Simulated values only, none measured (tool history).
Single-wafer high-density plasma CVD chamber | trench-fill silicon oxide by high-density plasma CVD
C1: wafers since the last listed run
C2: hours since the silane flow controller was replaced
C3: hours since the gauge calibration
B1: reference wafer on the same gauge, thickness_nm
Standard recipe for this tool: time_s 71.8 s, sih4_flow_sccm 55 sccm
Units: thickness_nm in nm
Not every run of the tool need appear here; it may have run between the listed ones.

Run 1, hour 0: usual settings; C1 0; C2 2376.9; C3 428.2; B1 340.285. Result: thickness_nm 403.953 nm.
At hour 35.1: gauge calibrated.
Run 2, hour 40: usual settings; C1 904; C2 2416.9; C3 4.9; B1 340.038. Result: thickness_nm 406.807 nm.
Run 3, hour 83.7: usual settings but time_s 66 s, sih4_flow_sccm 49 sccm; C1 988; C2 2460.6; C3 48.6; B1 339.693. Result: thickness_nm 331.894 nm.
Run 4, hour 150.5: usual settings but time_s 66 s, sih4_flow_sccm 49 sccm; C1 1510; C2 2527.4; C3 115.4; B1 340.094. Result: thickness_nm 332.717 nm.
Run 5, hour 220.8: usual settings but time_s 66 s, sih4_flow_sccm 49 sccm; C1 1589; C2 2597.7; C3 185.7; B1 339.968. Result: thickness_nm 333.428 nm.
Run 6, hour 266.2: usual settings; C1 1026; C2 2643.1; C3 231.1; B1 340.305. Result: thickness_nm 406.882 nm.
Run 7, hour 330.8: usual settings; C1 1461; C2 2707.7; C3 295.7; B1 340.149. Result: thickness_nm 407.173 nm.
Run 8, hour 385.3: usual settings but time_s 78.4 s, sih4_flow_sccm 47 sccm; C1 1232; C2 2762.2; C3 350.2; B1 339.745. Result: thickness_nm 380.447 nm.
Run 9, hour 448.6: usual settings; C1 1431; C2 2825.5; C3 413.5; B1 339.876. Result: thickness_nm 406.383 nm.
At hour 476.5: gauge calibrated.
At hour 501.7: silane flow controller replaced.
Run 10, hour 504.8: usual settings but time_s 60.4 s, sih4_flow_sccm 64 sccm; C1 1090; C2 3.1; C3 28.3; B1 339.93. Result: thickness_nm 379.006 nm.
Run 11, hour 560.8: usual settings but time_s 80.1 s, sih4_flow_sccm 64 sccm; C1 1266; C2 59.1; C3 84.3; B1 339.871. Result: thickness_nm 502.042 nm.
Run 12, hour 600.3: usual settings but sih4_flow_sccm 51 sccm; C1 893; C2 98.6; C3 123.8; B1 339.888. Result: thickness_nm 358.966 nm.
Run 13, hour 658.4: usual settings but time_s 67.1 s; C1 1314; C2 156.7; C3 181.9; B1 339.983. Result: thickness_nm 362.583 nm.
Run 14, hour 687.2: usual settings but time_s 66.2 s, sih4_flow_sccm 62 sccm; C1 651; C2 185.5; C3 210.7; B1 339.929. Result: thickness_nm 404.314 nm.
Run 15, hour 740: usual settings; C1 1194; C2 238.3; C3 263.5; B1 339.759. Result: thickness_nm 388.38 nm.

Some steps in thickness_nm between neighbouring runs. How much of each would the tool show without its hidden state too (settings, what came in, random variation), and how much is left for the hidden state, with any gauge scatter that isn't in both results?
Hidden state present: delivered silane flow above the setpoint (%); gauge reads high (%).
Run 9 -> 10: time_s 71.8 -> 60.4, sih4_flow_sccm 55 -> 64, gauge calibrated, silane flow controller replaced. thickness_nm -27.377 nm: hidden state -21.39, all else -5.987.
Run 11 -> 12: time_s 80.1 -> 71.8, sih4_flow_sccm 64 -> 51. thickness_nm -143.076 nm: hidden state +0.325, all else -143.401.

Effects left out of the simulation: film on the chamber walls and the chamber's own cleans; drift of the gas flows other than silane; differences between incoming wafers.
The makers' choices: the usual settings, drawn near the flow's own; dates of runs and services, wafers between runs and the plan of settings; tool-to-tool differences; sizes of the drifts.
